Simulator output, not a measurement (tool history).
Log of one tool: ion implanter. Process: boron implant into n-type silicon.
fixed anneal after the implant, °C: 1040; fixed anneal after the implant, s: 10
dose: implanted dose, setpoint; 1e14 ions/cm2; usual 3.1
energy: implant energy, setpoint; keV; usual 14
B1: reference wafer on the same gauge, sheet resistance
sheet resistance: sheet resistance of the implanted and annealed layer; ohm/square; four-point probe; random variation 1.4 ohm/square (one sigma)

{"run": 1, "hour": 0.0, "dose": 3.1, "energy": 14, "B1": 295.16, "sheet resistance": 327.85}
{"run": 2, "hour": 52.2, "dose": 3.1, "energy": 16.5, "B1": 295.2, "sheet resistance": 318.47}
{"run": 3, "hour": 81.7, "dose": 3.44, "energy": 14, "B1": 294.68, "sheet resistance": 299.72}
{"run": 4, "hour": 236.9, "dose": 3.44, "energy": 14, "B1": 294.43, "sheet resistance": 300.75}
{"run": 5, "hour": 286.4, "dose": 2.42, "energy": 13, "B1": 294.93, "sheet resistance": 401.11}
{"run": 6, "hour": 356.2, "dose": 2.42, "energy": 13, "B1": 295.26, "sheet resistance": 401.8}
{"run": 7, "hour": 387.9, "dose": 3.1, "energy": 11.5, "B1": 294.8, "sheet resistance": 334.47}
{"run": 8, "hour": 420.5, "dose": 3.1, "energy": 11.5, "B1": 294.91, "sheet resistance": 333.54}
{"run": 9, "hour": 480.2, "dose": 3.1, "energy": 11.5, "B1": 295.05, "sheet resistance": 337.14}
{"run": 10, "hour": 509.3, "dose": 2.46, "energy": 14, "B1": 295.09, "sheet resistance": 399.1}
{"hour": 670.9, "done": "gauge calibrated"}
{"run": 11, "hour": 688.3, "dose": 2.46, "energy": 14, "B1": 295.2, "sheet resistance": 397}
{"run": 12, "hour": 750.4, "dose": 2.46, "energy": 14, "B1": 295.21, "sheet resistance": 394.26}
{"run": 13, "hour": 820.7, "dose": 3.1, "energy": 14, "B1": 294.97, "sheet resistance": 327.26}
{"run": 14, "hour": 885.2, "dose": 3.1, "energy": 14, "B1": 295.01, "sheet resistance": 328.43}
{"run": 15, "hour": 1062.5, "dose": 3.1, "energy": 14, "B1": 295.27, "sheet resistance": 328.16}
{"run": 16, "hour": 1129.1, "dose": 3.1, "energy": 14, "B1": 295.09, "sheet resistance": 329.02}
{"hour": 1143.0, "done": "Faraday cup replaced and dose calibrated"}
{"hour": 1148.7, "done": "extraction supply calibrated"}
{"run": 17, "hour": 1168.3, "dose": 3.49, "energy": 17, "B1": 295.09, "sheet resistance": 282.58}
{"run": 18, "hour": 1212.7, "dose": 3.86, "energy": 11.5, "B1": 295.16, "sheet resistance": 271.01}
{"run": 19, "hour": 1276.6, "dose": 3.41, "energy": 17.5, "B1": 295.01, "sheet resistance": 288.92}
{"run": 20, "hour": 1319.9, "dose": 3.67, "energy": 14, "B1": 294.91, "sheet resistance": 279.17}
{"run": 21, "hour": 1391.6, "dose": 4.01, "energy": 9.5, "B1": 294.56, "sheet resistance": 268.85}
{"run": 22, "hour": 1450.1, "dose": 4, "energy": 16.5, "B1": 295.2, "sheet resistance": 255.47}
{"run": 23, "hour": 1507.6, "dose": 3.86, "energy": 11.5, "B1": 294.79, "sheet resistance": 273.04}

Forecast run 24:
{"run": 24, "hour": 1532.5, "dose": 2.42, "energy": 13, "B1": "?", "sheet resistance": "?"}

B1: 294.65
sheet resistance: 396.25 ohm/square
Without the tool's hidden state the same run would have given sheet resistance 394.65 ohm/square.
